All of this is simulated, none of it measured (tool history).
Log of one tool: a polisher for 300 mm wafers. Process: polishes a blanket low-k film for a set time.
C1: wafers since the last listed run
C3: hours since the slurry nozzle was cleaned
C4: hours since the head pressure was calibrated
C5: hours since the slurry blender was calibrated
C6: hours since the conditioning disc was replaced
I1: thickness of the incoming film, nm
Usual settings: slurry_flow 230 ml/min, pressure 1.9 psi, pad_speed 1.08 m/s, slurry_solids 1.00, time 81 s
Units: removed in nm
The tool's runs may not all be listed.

run 1 hour=0.0 | slurry_flow=230 pressure=1.9 pad_speed=1.08 slurry_solids=1.00 time=81 | C1=0 wafers_polished_on_this_pad=1380 C3=552.0 C4=785.2 C5=254.0 C6=189.5 | I1=423.1 | removed=42.4
run 2 hour=38.8 | slurry_flow=230 pressure=1.9 pad_speed=1.08 slurry_solids=1.00 time=81 | C1=247 wafers_polished_on_this_pad=1628 C3=590.8 C4=824.0 C5=292.8 C6=228.3 | I1=421.5 | removed=42.7
-- hour=47.3 slurry nozzle cleaned
-- hour=73.7 slurry blender recalibrated
run 3 hour=106.5 | slurry_flow=230 pressure=1.9 pad_speed=1.08 slurry_solids=1.00 time=81 | C1=413 wafers_polished_on_this_pad=2041 C3=59.2 C4=891.7 C5=32.8 C6=296.0 | I1=419.9 | removed=42.7
-- hour=147.8 worn pad replaced by a new one
-- hour=166.6 conditioning disc replaced and pad reconditioned
run 4 hour=177.4 | slurry_flow=230 pressure=1.9 pad_speed=1.08 slurry_solids=1.00 time=81 | C1=414 wafers_polished_on_this_pad=176 C3=130.1 C4=962.6 C5=103.7 C6=10.8 | I1=421.5 | removed=42.1
run 5 hour=210.7 | slurry_flow=230 pressure=1.9 pad_speed=1.08 slurry_solids=1.00 time=81 | C1=212 wafers_polished_on_this_pad=388 C3=163.4 C4=995.9 C5=137.0 C6=44.1 | I1=413.0 | removed=42.4
run 6 hour=256.5 | slurry_flow=230 pressure=1.9 pad_speed=1.08 slurry_solids=1.00 time=81 | C1=292 wafers_polished_on_this_pad=681 C3=209.2 C4=1041.7 C5=182.8 C6=89.9 | I1=415.7 | removed=43.2
run 7 hour=308.9 | slurry_flow=230 pressure=1.9 pad_speed=1.08 slurry_solids=1.00 time=81 | C1=334 wafers_polished_on_this_pad=1016 C3=261.6 C4=1094.1 C5=235.2 C6=142.3 | I1=420.0 | removed=42.3
-- hour=372.4 slurry blender recalibrated
run 8 hour=375.2 | slurry_flow=230 pressure=1.9 pad_speed=1.08 slurry_solids=1.00 time=81 | C1=410 wafers_polished_on_this_pad=1426 C3=327.9 C4=1160.4 C5=2.8 C6=208.6 | I1=416.9 | removed=42.7
-- hour=419.2 head pressure recalibrated
run 9 hour=439.9 | slurry_flow=230 pressure=1.9 pad_speed=1.08 slurry_solids=1.00 time=81 | C1=400 wafers_polished_on_this_pad=1827 C3=392.6 C4=20.7 C5=67.5 C6=273.3 | I1=429.4 | removed=42.3
run 10 hour=475.4 | slurry_flow=290 pressure=1.9 pad_speed=1.08 slurry_solids=1.00 time=81 | C1=226 wafers_polished_on_this_pad=2054 C3=428.1 C4=56.2 C5=103.0 C6=308.8 | I1=416.2 | removed=43.6
-- hour=502.1 conditioning disc replaced and pad reconditioned
-- hour=502.9 worn pad replaced by a new one
run 11 hour=503.4 | slurry_flow=230 pressure=1.9 pad_speed=1.08 slurry_solids=1.00 time=81 | C1=160 wafers_polished_on_this_pad=3 C3=456.1 C4=84.2 C5=131.0 C6=1.3 | I1=421.8 | removed=42.9
run 12 hour=568.7 | slurry_flow=230 pressure=1.9 pad_speed=1.08 slurry_solids=1.00 time=81 | C1=417 wafers_polished_on_this_pad=420 C3=521.4 C4=149.5 C5=196.3 C6=66.6 | I1=412.6 | removed=43.1
run 13 hour=617.1 | slurry_flow=230 pressure=1.9 pad_speed=1.08 slurry_solids=1.00 time=81 | C1=309 wafers_polished_on_this_pad=729 C3=569.8 C4=197.9 C5=244.7 C6=115.0 | I1=417.9 | removed=43.2
-- hour=644.0 slurry nozzle cleaned
run 14 hour=668.7 | slurry_flow=230 pressure=1.9 pad_speed=1.08 slurry_solids=1.00 time=81 | C1=323 wafers_polished_on_this_pad=1052 C3=24.7 C4=249.5 C5=296.3 C6=166.6 | I1=420.6 | removed=42.0
-- hour=677.7 slurry blender recalibrated
run 15 hour=710.4 | slurry_flow=230 pressure=1.9 pad_speed=1.08 slurry_solids=1.00 time=81 | C1=253 wafers_polished_on_this_pad=1306 C3=66.4 C4=291.2 C5=32.7 C6=208.3 | I1=423.4 | removed=42.9
run 16 hour=754.4 | slurry_flow=230 pressure=1.9 pad_speed=1.36 slurry_solids=1.00 time=71 | C1=281 wafers_polished_on_this_pad=1587 C3=110.4 C4=335.2 C5=76.7 C6=252.3 | I1=416.5 | removed=42.4
run 17 hour=810.3 | slurry_flow=230 pressure=1.9 pad_speed=1.44 slurry_solids=1.25 time=81 | C1=357 wafers_polished_on_this_pad=1944 C3=166.3 C4=391.1 C5=132.6 C6=308.2 | I1=413.9 | removed=58.5
-- hour=827.1 worn pad replaced by a new one
-- hour=834.6 conditioning disc replaced and pad reconditioned
run 18 hour=855.3 | slurry_flow=230 pressure=1.6 pad_speed=1.08 slurry_solids=0.85 time=72 | C1=249 wafers_polished_on_this_pad=167 C3=211.3 C4=436.1 C5=177.6 C6=20.7 | I1=417.8 | removed=27.5
run 19 hour=915.3 | slurry_flow=230 pressure=1.9 pad_speed=1.08 slurry_solids=1.10 time=71 | C1=383 wafers_polished_on_this_pad=550 C3=271.3 C4=496.1 C5=237.6 C6=80.7 | I1=419.9 | removed=39.8
run 20 hour=977.7 | slurry_flow=205 pressure=1.5 pad_speed=1.42 slurry_solids=1.00 time=81 | C1=398 wafers_polished_on_this_pad=949 C3=333.7 C4=558.5 C5=300.0 C6=143.1 | I1=423.6 | removed=39.3
run 21 hour=1016.4 | slurry_flow=290 pressure=2.3 pad_speed=1.08 slurry_solids=1.00 time=90 | C1=247 wafers_polished_on_this_pad=1196 C3=372.4 C4=597.2 C5=338.7 C6=181.8 | I1=415.1 | removed=58.4
-- hour=1025.3 slurry blender recalibrated
run 22 hour=1049.4 | slurry_flow=195 pressure=1.4 pad_speed=1.08 slurry_solids=1.10 time=60 | C1=198 wafers_polished_on_this_pad=1394 C3=405.4 C4=630.2 C5=24.1 C6=214.8 | I1=422.2 | removed=25.2
run 23 hour=1120.9 | slurry_flow=180 pressure=2.5 pad_speed=1.08 slurry_solids=0.75 time=81 | C1=456 wafers_polished_on_this_pad=1851 C3=476.9 C4=701.7 C5=95.6 C6=286.3 | I1=422.6 | removed=40.6
-- hour=1181.7 worn pad replaced by a new one
run 24 hour=1185.6 | slurry_flow=230 pressure=2.3 pad_speed=1.08 slurry_solids=1.00 time=71 | C1=387 wafers_polished_on_this_pad=24 C3=541.6 C4=766.4 C5=160.3 C6=351.0 | I1=423.4 | removed=44.7
-- hour=1208.3 conditioning disc replaced and pad reconditioned
run 25 hour=1216.2 | slurry_flow=300 pressure=1.9 pad_speed=0.86 slurry_solids=0.85 time=81 | C1=182 wafers_polished_on_this_pad=207 C3=572.2 C4=797.0 C5=190.9 C6=7.9 | I1=420.6 | removed=33.2
-- hour=1220.3 slurry nozzle cleaned
run 26 hour=1270.7 | slurry_flow=230 pressure=2.4 pad_speed=0.78 slurry_solids=0.85 time=81 | C1=341 wafers_polished_on_this_pad=549 C3=50.4 C4=851.5 C5=245.4 C6=62.4 | I1=424.8 | removed=39.4

3 ways to go on from here, each from the tool as it stands after run 26. What would each give?
run A hour=1271.2 | slurry_flow=230 pressure=1.9 pad_speed=1.08 slurry_solids=1.00 time=71 | C1=3 wafers_polished_on_this_pad=552 C3=50.9 C4=852.0 C5=245.9 C6=62.9 | I1=414.1 | removed=?
run B hour=1271.2 | slurry_flow=255 pressure=1.9 pad_speed=0.88 slurry_solids=1.00 time=81 | C1=3 wafers_polished_on_this_pad=552 C3=50.9 C4=852.0 C5=245.9 C6=62.9 | I1=414.1 | removed=?
run C hour=1271.2 | slurry_flow=280 pressure=1.9 pad_speed=1.08 slurry_solids=1.00 time=81 | C1=3 wafers_polished_on_this_pad=552 C3=50.9 C4=852.0 C5=245.9 C6=62.9 | I1=414.1 | removed=?

run=A removed=37.5
run=B removed=38.6
run=C removed=43.6
Without the tool's hidden state the same runs would have given:
run=A removed=37.5
run=B removed=38.6
run=C removed=43.6

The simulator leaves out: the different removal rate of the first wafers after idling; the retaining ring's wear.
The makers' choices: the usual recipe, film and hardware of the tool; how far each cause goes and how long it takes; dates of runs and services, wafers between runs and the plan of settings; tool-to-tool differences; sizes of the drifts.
